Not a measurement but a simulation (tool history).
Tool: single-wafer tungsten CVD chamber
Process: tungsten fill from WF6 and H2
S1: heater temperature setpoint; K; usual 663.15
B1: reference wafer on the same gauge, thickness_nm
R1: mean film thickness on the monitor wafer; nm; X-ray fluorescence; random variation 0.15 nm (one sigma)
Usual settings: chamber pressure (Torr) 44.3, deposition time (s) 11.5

run 1 hour=0.0 | S1=663.15 chamber_pressure_(Torr)=44.3 deposition_time_(s)=11.5 | B1=32.978 | R1=36.402
run 2 hour=54.2 | S1=663.15 chamber_pressure_(Torr)=44.3 deposition_time_(s)=11.5 | B1=33.003 | R1=36.378
run 3 hour=99.5 | S1=663.15 chamber_pressure_(Torr)=44.3 deposition_time_(s)=11.5 | B1=33.020 | R1=36.455
run 4 hour=168.0 | S1=663.15 chamber_pressure_(Torr)=44.3 deposition_time_(s)=11.5 | B1=32.997 | R1=36.569
run 5 hour=208.0 | S1=663.15 chamber_pressure_(Torr)=42.1 deposition_time_(s)=11.5 | B1=33.014 | R1=35.682
-- hour=234.6 capacitance manometer re-zeroed and calibrated
run 6 hour=243.3 | S1=663.15 chamber_pressure_(Torr)=42.1 deposition_time_(s)=11.5 | B1=32.999 | R1=35.774
run 7 hour=298.4 | S1=663.15 chamber_pressure_(Torr)=42.1 deposition_time_(s)=11.5 | B1=33.012 | R1=35.530
-- hour=338.8 showerhead replaced
run 8 hour=339.3 | S1=651.15 chamber_pressure_(Torr)=34.9 deposition_time_(s)=9.6 | B1=33.013 | R1=22.142
-- hour=379.6 thermocouple changed; heater temperature recalibrated
run 9 hour=402.2 | S1=663.15 chamber_pressure_(Torr)=44.3 deposition_time_(s)=11.5 | B1=33.011 | R1=32.893
run 10 hour=453.1 | S1=663.15 chamber_pressure_(Torr)=34.8 deposition_time_(s)=12.6 | B1=33.027 | R1=32.471
-- hour=462.9 gauge calibrated
run 11 hour=501.6 | S1=674.15 chamber_pressure_(Torr)=44.3 deposition_time_(s)=10.4 | B1=32.974 | R1=36.505
run 12 hour=566.8 | S1=674.15 chamber_pressure_(Torr)=49.6 deposition_time_(s)=9.7 | B1=32.992 | R1=35.903
run 13 hour=600.8 | S1=675.15 chamber_pressure_(Torr)=44.3 deposition_time_(s)=11.5 | B1=33.000 | R1=41.178
run 14 hour=648.6 | S1=649.15 chamber_pressure_(Torr)=50.6 deposition_time_(s)=13.5 | B1=33.003 | R1=32.828

Forecast each of these 5 alternatives for the next run:
run A hour=649.0 | S1=663.15 chamber_pressure_(Torr)=44.3 deposition_time_(s)=11.5 | B1=? | R1=?
run B hour=649.0 | S1=655.15 chamber_pressure_(Torr)=48.6 deposition_time_(s)=11.5 | B1=? | R1=?
run C hour=649.0 | S1=653.15 chamber_pressure_(Torr)=44.3 deposition_time_(s)=11.5 | B1=? | R1=?
run D hour=649.0 | S1=672.15 chamber_pressure_(Torr)=41.4 deposition_time_(s)=12.6 | B1=? | R1=?
run E hour=649.0 | S1=652.15 chamber_pressure_(Torr)=36.1 deposition_time_(s)=11.5 | B1=? | R1=?

run=A B1=32.992 R1=33.956
run=B B1=32.992 R1=30.804
run=C B1=32.992 R1=28.552
run=D B1=32.992 R1=41.922
run=E B1=32.992 R1=25.609
Without the tool's hidden state the same runs would have given:
run=A R1=33.342
run=B R1=30.222
run=C R1=28.010
run=D R1=41.182
run=E R1=25.121

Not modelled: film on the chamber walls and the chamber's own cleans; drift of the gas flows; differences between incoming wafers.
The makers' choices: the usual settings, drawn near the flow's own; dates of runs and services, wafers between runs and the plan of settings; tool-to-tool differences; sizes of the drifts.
